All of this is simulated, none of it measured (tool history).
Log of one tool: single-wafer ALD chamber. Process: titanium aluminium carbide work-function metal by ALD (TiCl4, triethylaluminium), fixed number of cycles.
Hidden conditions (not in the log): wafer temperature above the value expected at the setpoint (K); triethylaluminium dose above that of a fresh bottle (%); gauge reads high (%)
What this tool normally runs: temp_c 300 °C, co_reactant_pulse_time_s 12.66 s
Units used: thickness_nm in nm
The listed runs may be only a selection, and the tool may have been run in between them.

run,hour,temp_c,co_reactant_pulse_time_s,wafers since the last listed run,hours since the last thermocouple change,hours since the last triethylaluminium bottle change,hours since the showerhead was replaced,hours since the gauge calibration,"read-back reference wafer on the same gauge, thickness_nm",thickness_nm
1,0.0,300,12.66,0,1203.2,697.9,2829.7,1215.8,2.052,2.105
2,87.1,300,12.66,1164,1290.3,785.0,2916.8,1302.9,2.049,2.123
3,155.4,300,12.66,913,1358.6,853.3,2985.1,1371.2,2.052,2.106
4,238.9,300,11.07,1116,1442.1,936.8,3068.6,1454.7,2.051,2.069
# hour 288.1: thermocouple changed; heater temperature recalibrated
5,327.9,300,11.07,1083,39.8,1025.8,3157.6,1543.7,2.052,2.067
6,387.3,300,11.07,794,99.2,1085.2,3217.0,1603.1,2.051,2.054
7,490.6,300,10.47,1381,202.5,1188.5,3320.3,1706.4,2.053,2.029
8,563.1,297,16.36,969,275.0,1261.0,3392.8,1778.9,2.045,2.117
9,663.6,297,16.36,1343,375.5,1361.5,3493.3,1879.4,2.053,2.135
10,717.6,297,16.36,722,429.5,1415.5,3547.3,1933.4,2.050,2.130
11,800.2,300,12.66,1104,512.1,1498.1,3629.9,2016.0,2.052,2.087
# hour 873.1: gauge calibrated
12,888.3,300,12.66,1177,600.2,1586.2,3718.0,15.2,2.051,2.113
13,977.9,300,12.66,1198,689.8,1675.8,3807.6,104.8,2.052,2.089
14,1039.5,296,12.66,823,751.4,1737.4,3869.2,166.4,2.048,2.063
15,1080.1,296,12.66,542,792.0,1778.0,3909.8,207.0,2.050,2.048
16,1144.3,296,12.66,858,856.2,1842.2,3974.0,271.2,2.053,2.067
# hour 1189.4: triethylaluminium bottle replaced
17,1243.1,300,7.70,1214,955.0,53.7,4072.8,370.0,2.051,1.533
18,1309.7,290,11.06,890,1021.6,120.3,4139.4,436.6,2.052,1.784
19,1362.8,300,11.07,710,1074.7,173.4,4192.5,489.7,2.050,1.838
# hour 1372.8: showerhead replaced
20,1411.3,314,10.53,541,1123.2,221.9,38.5,538.2,2.051,1.925
21,1487.4,288,15.53,1017,1199.3,298.0,114.6,614.3,2.050,1.917
22,1590.8,286,14.05,1382,1302.7,401.4,218.0,717.7,2.050,1.820
# hour 1667.5: thermocouple changed; heater temperature recalibrated
23,1675.1,300,12.66,1020,7.6,485.7,302.3,802.0,2.053,1.847
24,1763.9,300,9.94,1187,96.4,574.5,391.1,890.8,2.047,1.621
25,1820.1,308,9.37,751,152.6,630.7,447.3,947.0,2.052,1.600
# hour 1836.5: triethylaluminium bottle replaced, repeated, since the last time left the tool worse
26,1909.4,287,8.92,1087,241.9,72.9,536.6,1036.3,2.051,1.907
27,1984.9,312,12.66,1009,317.4,148.4,612.1,1111.8,2.049,2.270
28,2070.7,310,16.16,1147,403.2,234.2,697.9,1197.6,2.045,2.287
29,2144.1,308,12.66,981,476.6,307.6,771.3,1271.0,2.052,2.210
30,2222.4,300,16.26,1046,554.9,385.9,849.6,1349.3,2.046,2.162
31,2295.7,290,16.37,980,628.2,459.2,922.9,1422.6,2.045,2.058
32,2450.8,304,9.91,2073,783.3,614.3,1078.0,1577.7,2.051,2.077
33,2498.4,300,12.66,636,830.9,661.9,1125.6,1625.3,2.052,2.137
34,2604.2,291,17.10,1414,936.7,767.7,1231.4,1731.1,2.051,2.088

Some steps in thickness_nm, run to run, broken into two amounts with sign: the step expected even without the hidden condition (settings, incoming material, random variation), and the rest, left for the hidden condition together with whatever gauge scatter is not in both the measured and the hidden-condition-free result:
Run 16 -> 17: temp_c 296 -> 300, co_reactant_pulse_time_s 12.66 -> 7.70, triethylaluminium bottle replaced. thickness_nm -0.534 nm: hidden state -0.348, all else -0.186.
Run 20 -> 21: temp_c 314 -> 288, co_reactant_pulse_time_s 10.53 -> 15.53. thickness_nm -0.008 nm: hidden state +0.213, all else -0.221.
Run 25 -> 26: temp_c 308 -> 287, co_reactant_pulse_time_s 9.37 -> 8.92, triethylaluminium bottle replaced, repeated, since the last time left the tool worse. thickness_nm +0.307 nm: hidden state +0.537, all else -0.230.
Run 26 -> 27: temp_c 287 -> 312, co_reactant_pulse_time_s 8.92 -> 12.66. thickness_nm +0.363 nm: hidden state +0.003, all else +0.360.
